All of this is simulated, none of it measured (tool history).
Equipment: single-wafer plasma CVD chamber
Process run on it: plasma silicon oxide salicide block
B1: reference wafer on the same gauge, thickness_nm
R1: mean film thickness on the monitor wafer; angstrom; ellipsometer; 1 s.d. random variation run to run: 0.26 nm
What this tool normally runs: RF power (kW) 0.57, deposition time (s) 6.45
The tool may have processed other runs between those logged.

run 1 hour=0 | RF_power_(kW)=0.57 deposition_time_(s)=6.45 | B1=55.953 | R1=646.89
run 2 hour=39.5 | RF_power_(kW)=0.57 deposition_time_(s)=6.45 | B1=55.985 | R1=651.51
-- hour=67.3 RF generator calibrated
run 3 hour=126.7 | RF_power_(kW)=0.645 deposition_time_(s)=6.45 | B1=55.855 | R1=683.05
run 4 hour=195.8 | RF_power_(kW)=0.645 deposition_time_(s)=6.45 | B1=55.986 | R1=682.51
run 5 hour=436.9 | RF_power_(kW)=0.57 deposition_time_(s)=7.15 | B1=55.832 | R1=727.36
run 6 hour=505.1 | RF_power_(kW)=0.57 deposition_time_(s)=7.15 | B1=55.805 | R1=722.61
run 7 hour=563.8 | RF_power_(kW)=0.57 deposition_time_(s)=6.45 | B1=55.856 | R1=654.4
run 8 hour=639.5 | RF_power_(kW)=0.57 deposition_time_(s)=6.45 | B1=55.931 | R1=650.12
run 9 hour=721.4 | RF_power_(kW)=0.57 deposition_time_(s)=6.45 | B1=55.948 | R1=654.77
-- hour=730 gauge calibrated
run 10 hour=777.1 | RF_power_(kW)=0.61 deposition_time_(s)=6 | B1=55.899 | R1=616.9
run 11 hour=834.5 | RF_power_(kW)=0.61 deposition_time_(s)=6 | B1=55.88 | R1=620.67
run 12 hour=891.9 | RF_power_(kW)=0.635 deposition_time_(s)=6.45 | B1=55.885 | R1=666.63
run 13 hour=985.1 | RF_power_(kW)=0.57 deposition_time_(s)=6.45 | B1=55.888 | R1=652.95
run 14 hour=1034.6 | RF_power_(kW)=0.57 deposition_time_(s)=6.45 | B1=55.907 | R1=647.99
run 15 hour=1116.2 | RF_power_(kW)=0.485 deposition_time_(s)=5.27 | B1=55.895 | R1=511.21
run 16 hour=1183.6 | RF_power_(kW)=0.57 deposition_time_(s)=6.45 | B1=55.761 | R1=657.71
run 17 hour=1223 | RF_power_(kW)=0.57 deposition_time_(s)=7.37 | B1=55.9 | R1=749.32
run 18 hour=1301.7 | RF_power_(kW)=0.525 deposition_time_(s)=7.02 | B1=55.804 | R1=698.84
-- hour=1333.5 showerhead replaced
run 19 hour=1408.7 | RF_power_(kW)=0.57 deposition_time_(s)=7.15 | B1=55.832 | R1=721.09
-- hour=1440.1 RF generator calibrated
run 20 hour=1642.6 | RF_power_(kW)=0.505 deposition_time_(s)=7.36 | B1=55.863 | R1=737.54
run 21 hour=1682.3 | RF_power_(kW)=0.61 deposition_time_(s)=7.56 | B1=55.995 | R1=781.2
run 22 hour=1768.3 | RF_power_(kW)=0.485 deposition_time_(s)=5.27 | B1=55.868 | R1=511.49
run 23 hour=1828.9 | RF_power_(kW)=0.57 deposition_time_(s)=6.45 | B1=55.863 | R1=657.25
run 24 hour=1933.1 | RF_power_(kW)=0.67 deposition_time_(s)=5.76 | B1=55.838 | R1=607.28
run 25 hour=2024.5 | RF_power_(kW)=0.65 deposition_time_(s)=7.17 | B1=55.894 | R1=753.67
run 26 hour=2107.3 | RF_power_(kW)=0.655 deposition_time_(s)=7.33 | B1=56.02 | R1=765.09
run 27 hour=2204.5 | RF_power_(kW)=0.57 deposition_time_(s)=7.15 | B1=55.921 | R1=726.65
run 28 hour=2308.9 | RF_power_(kW)=0.535 deposition_time_(s)=7.07 | B1=55.852 | R1=701.64

Alternative continuations, all from the tool just after run 28; predict every row:
run A hour=2309.3 | RF_power_(kW)=0.52 deposition_time_(s)=6.45 | B1=? | R1=?
run B hour=2309.3 | RF_power_(kW)=0.66 deposition_time_(s)=7.25 | B1=? | R1=?
run C hour=2309.3 | RF_power_(kW)=0.61 deposition_time_(s)=7.37 | B1=? | R1=?
run D hour=2309.3 | RF_power_(kW)=0.47 deposition_time_(s)=6.78 | B1=? | R1=?
run E hour=2309.3 | RF_power_(kW)=0.475 deposition_time_(s)=5.39 | B1=? | R1=?

run=A B1=56.002 R1=637.08
run=B B1=56.002 R1=758.19
run=C B1=56.002 R1=756.1
run=D B1=56.002 R1=654.21
run=E B1=56.002 R1=521.35
Without the tool's unlogged condition, the same runs would have read:
run=A R1=649.37
run=B R1=772.82
run=C R1=770.69
run=D R1=666.84
run=E R1=531.41
